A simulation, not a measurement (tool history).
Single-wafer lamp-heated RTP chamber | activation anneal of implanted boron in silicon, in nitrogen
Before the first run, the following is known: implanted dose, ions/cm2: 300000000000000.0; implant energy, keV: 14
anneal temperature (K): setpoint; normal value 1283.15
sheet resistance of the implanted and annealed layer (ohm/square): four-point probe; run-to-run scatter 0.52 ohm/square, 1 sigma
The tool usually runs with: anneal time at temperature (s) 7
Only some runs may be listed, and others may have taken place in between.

run   hour  anneal temperature (K)  anneal time at temperature (s)  read-back reference wafer on the same gauge, sheet resistance  sheet resistance of the implanted and annealed layer (ohm/square)
  1    0.0                 1263.15                              10                                                         395.95                                                             353.74
  2    9.6                 1263.15                              10                                                         395.66                                                             354.38
  3   18.3                 1263.15                              10                                                         396.06                                                             354.47
  4   32.5                 1304.15                               7                                                         395.90                                                             343.45
  5   42.1                 1283.15                               7                                                         395.65                                                             346.48
  6   54.4                 1283.15                               7                                                         396.05                                                             346.85
  7   78.0                 1283.15                               7                                                         396.07                                                             346.27
  8   90.7                 1283.15                               7                                                         395.89                                                             347.58
     105.4  -- gauge calibrated
  9  142.6                 1283.15                               7                                                         395.87                                                             346.84
 10  160.5                 1296.15                               4                                                         395.98                                                             345.40
     179.6  -- reflector plate cleaned
 11  180.1                 1312.15                               9                                                         396.12                                                             343.33
 12  188.1                 1295.15                               3                                                         396.02                                                             345.30
 13  198.8                 1256.15                               9                                                         396.03                                                             361.77
     209.5  -- pyrometer window cleaned and pyrometer calibrated
 14  231.9                 1283.15                               7                                                         395.73                                                             347.12
 15  249.9                 1298.15                               4                                                         396.24                                                             345.27
 16  262.2                 1274.15                               7                                                         396.13                                                             350.51
 17  271.6                 1283.15                               7                                                         396.02                                                             346.61
 18  287.6                 1260.15                              11                                                         396.26                                                             356.82

Forecast each of these 3 alternatives for the next run:
  A  288.0                 1308.15                               7                                                              ?                                                                  ?
  B  288.0                 1254.15                              10                                                              ?                                                                  ?
  C  288.0                 1283.15                               9                                                              ?                                                                  ?

run  read-back reference wafer on the same gauge, sheet resistance  sheet resistance of the implanted and annealed layer (ohm/square)
  A                                                         395.92                                                             343.33
  B                                                         395.92                                                             362.68
  C                                                         395.92                                                             346.26
The same runs, with their run-to-run variation unchanged, on a tool lacking any hidden condition would have given:
run  sheet resistance of the implanted and annealed layer (ohm/square)
  A                                                             343.33
  B                                                             362.68
  C                                                             346.26
